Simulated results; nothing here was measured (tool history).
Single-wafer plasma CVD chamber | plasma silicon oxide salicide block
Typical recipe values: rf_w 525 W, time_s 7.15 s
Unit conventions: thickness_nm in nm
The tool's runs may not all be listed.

| run | hour | rf_w | time_s | wafers since the last listed run | hours since the last RF generator calibration | hours since the showerhead was replaced | hours since the gauge calibration | read-back reference wafer on the same gauge, thickness_nm | thickness_nm |
|---|---|---|---|---|---|---|---|---|---|
| 1 | 0 | 525 | 7.8 | 0 | 994.7 | 3680.7 | 227.7 | 67.857 | 80.901 |
| 2 | 43.2 | 525 | 7.8 | 1265 | 1037.9 | 3723.9 | 270.9 | 67.763 | 81.719 |
| 3 | 112.1 | 525 | 7.15 | 2018 | 1106.8 | 3792.8 | 339.8 | 67.778 | 74.971 |
| 4 | 188.2 | 525 | 7.15 | 2229 | 1182.9 | 3868.9 | 415.9 | 67.766 | 74.875 |
| 5 | 287.2 | 525 | 7.15 | 2900 | 1281.9 | 3967.9 | 514.9 | 67.749 | 74.609 |
| 6 | 378.4 | 455 | 7.15 | 2672 | 1373.1 | 4059.1 | 606.1 | 67.793 | 70.247 |
| 7 | 452.3 | 555 | 7.15 | 2165 | 1447 | 4133 | 680 | 67.776 | 75.69 |
| 8 | 537.6 | 555 | 7.15 | 2499 | 1532.3 | 4218.3 | 765.3 | 67.852 | 76.644 |
| 9 | 592.5 | 525 | 7.55 | 1608 | 1587.2 | 4273.2 | 820.2 | 67.768 | 78.63 |
| 10 | 629.5 | 525 | 7.55 | 1084 | 1624.2 | 4310.2 | 857.2 | 67.772 | 78.974 |
| 11 | 723 | 525 | 7.55 | 2739 | 1717.7 | 4403.7 | 950.7 | 67.707 | 78.527 |
|  | 946.8 | RF generator calibrated |
| 12 | 1014.1 | 525 | 7.15 | 8294 | 67.3 | 4694.8 | 1241.8 | 67.803 | 74.831 |
| 13 | 1088 | 435 | 6.7 | 2165 | 141.2 | 4768.7 | 1315.7 | 67.768 | 64.331 |
| 14 | 1191.2 | 585 | 8.48 | 3023 | 244.4 | 4871.9 | 1418.9 | 67.711 | 92.408 |
|  | 1211.8 | gauge calibrated |
| 15 | 1244.8 | 495 | 6.48 | 1570 | 298 | 4925.5 | 33 | 67.805 | 65.457 |
|  | 1272.2 | showerhead replaced |
| 16 | 1314 | 525 | 7.15 | 1793 | 367.2 | 41.8 | 102.2 | 67.737 | 73.967 |
| 17 | 1357.4 | 455 | 7.56 | 1271 | 410.6 | 85.2 | 145.6 | 67.812 | 74.108 |
| 18 | 1404.7 | 445 | 7.15 | 1385 | 457.9 | 132.5 | 192.9 | 67.828 | 69.352 |
| 19 | 1444.7 | 480 | 7.15 | 1172 | 497.9 | 172.5 | 232.9 | 67.765 | 72.484 |
| 20 | 1522.8 | 470 | 8.24 | 2288 | 576 | 250.6 | 311 | 67.779 | 82.236 |
| 21 | 1587 | 450 | 7.15 | 1881 | 640.2 | 314.8 | 375.2 | 67.814 | 69.976 |
| 22 | 1669.2 | 525 | 6.48 | 2408 | 722.4 | 397 | 457.4 | 67.817 | 67.814 |
| 23 | 1708.2 | 570 | 6.72 | 1142 | 761.4 | 436 | 496.4 | 67.755 | 72.128 |
| 24 | 1812.8 | 525 | 7.15 | 3064 | 866 | 540.6 | 601 | 67.653 | 74.043 |

Branching from run 24: 5 alternative next runs. What would each branch give?
| A | 1813.2 | 495 | 7.15 | 11 | 866.4 | 541 | 601.4 | ? | ? |
| B | 1813.2 | 525 | 7.56 | 11 | 866.4 | 541 | 601.4 | ? | ? |
| C | 1813.2 | 525 | 6.59 | 11 | 866.4 | 541 | 601.4 | ? | ? |
| D | 1813.2 | 615 | 5.77 | 11 | 866.4 | 541 | 601.4 | ? | ? |
| E | 1813.2 | 575 | 5.82 | 11 | 866.4 | 541 | 601.4 | ? | ? |

| run | read-back reference wafer on the same gauge, thickness_nm | thickness_nm |
|---|---|---|
| A | 67.832 | 72.892 |
| B | 67.832 | 78.98 |
| C | 67.832 | 68.847 |
| D | 67.832 | 64.22 |
| E | 67.832 | 63.082 |
The same runs, with their run-to-run variation unchanged, on a tool lacking any hidden condition would have given:
| run | thickness_nm |
|---|---|
| A | 72.892 |
| B | 78.98 |
| C | 68.847 |
| D | 64.22 |
| E | 63.082 |
